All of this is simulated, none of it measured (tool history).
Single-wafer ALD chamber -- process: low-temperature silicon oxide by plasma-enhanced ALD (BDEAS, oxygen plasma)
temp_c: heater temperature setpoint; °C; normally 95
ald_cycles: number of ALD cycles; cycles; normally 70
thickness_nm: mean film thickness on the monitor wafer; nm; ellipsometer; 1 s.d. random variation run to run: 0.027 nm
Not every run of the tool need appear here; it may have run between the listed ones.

run   hour  temp_c  ald_cycles  wafers since the last listed run  hours since the last thermocouple change  hours since the gauge calibration  read-back reference wafer on the same gauge, thickness_nm  thickness_nm
  1    0.0      95          70                                 0                                    2171.8                              501.6                                                     12.281        10.716
  2   34.9      95          70                               178                                    2206.7                              536.5                                                     12.295        10.724
  3   80.4      95          70                               233                                    2252.2                              582.0                                                     12.294        10.777
  4  109.9      95          70                               151                                    2281.7                              611.5                                                     12.306        10.734
  5  135.3      85          70                               130                                    2307.1                              636.9                                                     12.318        11.058
  6  168.0      85          70                               167                                    2339.8                              669.6                                                     12.315        11.105
  7  245.6      85          70                               397                                    2417.4                              747.2                                                     12.304        11.115
     390.4  -- gauge calibrated
  8  448.7      95          70                              1040                                    2620.5                               58.3                                                     12.303        10.752
  9  482.4      95          70                               172                                    2654.2                               92.0                                                     12.306        10.748
 10  519.5      95          70                               190                                    2691.3                              129.1                                                     12.299        10.726
     539.8  -- thermocouple changed; heater temperature recalibrated
 11  560.7      95          63                               170                                      20.9                              170.3                                                     12.284         9.657
 12  584.9      95          70                               123                                      45.1                              194.5                                                     12.300        10.737

Estimate the outcome of run 13 from the log above:
 13  633.7     106          83                               249                                      93.9                              243.3                                                          ?             ?

Run 13 produced read-back reference wafer on the same gauge, thickness_nm 12.303, thickness_nm 12.406 nm.
With the hidden condition absent and the run-to-run variation left alone, this run would have shown thickness_nm 12.406 nm.
